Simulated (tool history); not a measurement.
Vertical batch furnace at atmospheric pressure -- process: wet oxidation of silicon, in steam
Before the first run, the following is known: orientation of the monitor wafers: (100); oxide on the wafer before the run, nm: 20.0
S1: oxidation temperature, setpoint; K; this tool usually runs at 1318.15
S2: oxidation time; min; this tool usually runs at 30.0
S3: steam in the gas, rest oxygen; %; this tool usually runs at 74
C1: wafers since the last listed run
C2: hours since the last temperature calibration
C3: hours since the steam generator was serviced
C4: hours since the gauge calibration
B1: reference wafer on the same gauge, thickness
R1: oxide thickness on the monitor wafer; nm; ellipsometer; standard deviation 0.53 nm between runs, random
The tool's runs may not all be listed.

run,day,S1,S2,S3,C1,C2,C3,C4,B1,R1
1,0.000,1308.15,30.0,84,0,3981.9,1343.6,563.2,326.03,314.88
2,1.179,1318.15,30.0,74,265,4010.2,1371.9,591.5,326.01,310.45
3,1.804,1318.15,30.0,74,140,4025.2,1386.9,606.5,326.05,309.61
4,2.754,1318.15,30.0,74,214,4048.0,1409.7,629.3,326.03,310.42
5,3.396,1331.15,30.0,83,144,4063.4,1425.1,644.7,325.99,361.93
6,4.321,1318.15,30.0,74,208,4085.6,1447.3,666.9,326.02,309.99
7,5.296,1318.15,30.0,74,219,4109.0,1470.7,690.3,326.05,312.15
8,5.912,1318.15,30.0,74,138,4123.8,1485.5,705.1,326.00,310.00
9,6.658,1318.15,30.0,74,168,4141.7,1503.4,723.0,325.90,310.91
10,7.517,1318.15,30.0,74,193,4162.3,1524.0,743.6,326.05,311.04
11,8.650,1318.15,30.0,74,255,4189.5,1551.2,770.8,326.05,310.60
12,10.050,1318.15,30.0,74,315,4223.1,1584.8,804.4,326.10,311.12
13,10.562,1318.15,30.0,74,115,4235.4,1597.1,816.7,326.03,311.66
14,11.996,1318.15,30.0,82,322,4269.8,1631.5,851.1,325.99,332.51
# day 15.158: steam generator serviced
15,15.233,1318.15,30.0,82,504,4347.5,1.8,928.8,326.08,339.44
# day 16.404: thermocouples replaced and temperature profile calibrated
16,16.608,1318.15,30.0,74,84,4.9,34.8,961.8,325.98,307.79
17,17.150,1318.15,30.0,78,122,17.9,47.8,974.8,325.86,319.13
18,18.188,1307.15,30.0,74,233,42.8,72.7,999.7,326.01,285.90
19,19.258,1312.15,37.5,81,241,68.5,98.4,1025.4,326.04,362.04
20,20.575,1303.15,19.5,74,296,100.1,130.0,1057.0,325.98,207.29
21,21.425,1318.15,30.0,74,191,120.5,150.4,1077.4,326.06,306.85
# day 22.158: gauge calibrated
22,22.446,1336.15,30.0,74,229,145.0,174.9,6.9,326.01,342.49
23,23.888,1318.15,30.0,74,324,179.6,209.5,41.5,326.02,305.85
24,25.108,1334.15,22.0,64,275,208.9,238.8,70.8,325.91,253.54
25,26.425,1312.15,30.0,66,296,240.5,270.4,102.4,326.05,273.07
26,26.996,1326.15,30.0,77,128,254.2,284.1,116.1,326.05,331.25
27,28.208,1340.15,37.5,68,273,283.3,313.2,145.2,326.27,381.32
28,28.958,1318.15,30.0,74,168,301.3,331.2,163.2,326.01,306.38
29,29.612,1318.15,30.0,74,147,317.0,346.9,178.9,326.17,306.12
30,30.733,1318.15,30.0,84,252,343.9,373.8,205.8,326.07,331.94
31,31.971,1318.15,30.0,74,278,373.6,403.5,235.5,326.01,306.07
32,32.517,1312.15,37.5,81,122,386.7,416.6,248.6,326.11,360.26
33,33.088,1318.15,30.0,82,128,400.4,430.3,262.3,325.84,326.46
34,34.175,1299.15,30.0,74,244,426.5,456.4,288.4,326.18,268.83
35,35.371,1318.15,30.0,74,269,455.2,485.1,317.1,326.07,305.92
36,36.279,1318.15,18.0,62,204,477.0,506.9,338.9,325.89,193.78
37,37.367,1328.15,24.5,83,244,503.1,533.0,365.0,326.04,307.28
38,37.971,1318.15,21.0,74,136,517.6,547.5,379.5,326.00,241.94
39,38.650,1335.15,43.5,78,152,533.9,563.8,395.8,325.73,440.56

Measured minus without-hidden-state, run by run (identical run-to-run variation in each term; gauge scatter may differ):
Hidden conditions of the tool in this case: true tube temperature minus thermocouple reading, K; steam share off its setpoint, % of the setpoint; gauge reads high (%).
run,R1
1,+2.92
2,+2.73
3,+2.76
4,+2.84
5,+2.81
6,+2.95
7,+3.04
8,+3.07
9,+3.13
10,+3.20
11,+3.28
12,+3.40
13,+3.44
14,+3.63
15,+9.41
16,-0.21
17,-0.32
18,-0.43
19,-0.75
20,-0.56
21,-0.95
22,-1.18
23,-1.26
24,-1.15
25,-1.40
26,-1.72
27,-2.08
28,-1.82
29,-1.87
30,-2.13
31,-2.08
32,-2.49
33,-2.31
34,-2.03
35,-2.33
36,-1.55
37,-2.45
38,-2.00
39,-3.49

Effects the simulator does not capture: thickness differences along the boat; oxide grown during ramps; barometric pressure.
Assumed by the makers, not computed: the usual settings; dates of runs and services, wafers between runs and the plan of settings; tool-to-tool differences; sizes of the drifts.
